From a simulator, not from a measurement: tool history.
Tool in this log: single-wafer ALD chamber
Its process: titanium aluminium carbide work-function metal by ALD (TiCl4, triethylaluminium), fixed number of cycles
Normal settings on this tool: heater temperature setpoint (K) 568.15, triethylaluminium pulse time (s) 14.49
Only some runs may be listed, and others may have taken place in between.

run,day,heater temperature setpoint (K),triethylaluminium pulse time (s),"read-back reference wafer on the same gauge, thickness_nm",mean film thickness on the monitor wafer (angstrom)
1,0.000,568.15,14.49,2.489,22.17
2,3.438,568.15,14.49,2.492,21.95
3,7.121,557.15,14.49,2.489,20.98
4,9.279,557.15,14.49,2.491,20.88
5,13.350,568.15,14.49,2.489,21.89
6,17.508,568.15,14.49,2.489,21.90
7,19.425,568.15,14.49,2.491,21.90
8,22.971,568.15,14.49,2.492,21.95
9,24.508,568.15,14.49,2.487,21.69
# day 25.521: thermocouple changed; heater temperature recalibrated
10,27.512,568.15,14.49,2.490,22.05
11,29.700,564.15,14.49,2.488,21.76
12,32.162,564.15,14.49,2.489,22.01
# day 32.608: gauge calibrated
13,34.792,568.15,14.49,2.488,22.21
14,38.088,568.15,14.49,2.487,21.87
15,42.067,579.15,12.26,2.493,22.75
16,44.212,556.15,17.39,2.490,21.19
17,48.562,568.15,20.13,2.491,22.11
18,51.117,574.15,19.59,2.491,22.59
19,53.112,579.15,14.49,2.491,23.10
20,57.004,581.15,9.14,2.489,21.08
21,59.550,568.15,14.49,2.491,21.85
# day 61.038: showerhead replaced
22,62.617,577.15,17.93,2.490,22.58
# day 63.138: triethylaluminium bottle replaced
23,66.783,582.15,12.77,2.485,22.96
24,69.388,553.15,18.37,2.493,20.52
25,71.254,576.15,11.95,2.494,22.16
# day 73.325: thermocouple changed; heater temperature recalibrated
26,75.433,555.15,14.49,2.492,21.19
27,78.375,568.15,14.49,2.490,22.08
# day 78.633: gauge calibrated
28,82.854,575.15,17.51,2.492,22.83

Branching from run 28: 3 alternative next runs. What would each branch give?
A,82.871,577.15,14.49,?,?
B,82.871,562.15,19.86,?,?
C,82.871,578.15,10.42,?,?

run,"read-back reference wafer on the same gauge, thickness_nm",mean film thickness on the monitor wafer (angstrom)
A,2.488,22.90
B,2.488,21.74
C,2.488,21.98
Without the tool's hidden state the same runs would have given:
run,mean film thickness on the monitor wafer (angstrom)
A,23.01
B,21.84
C,22.08
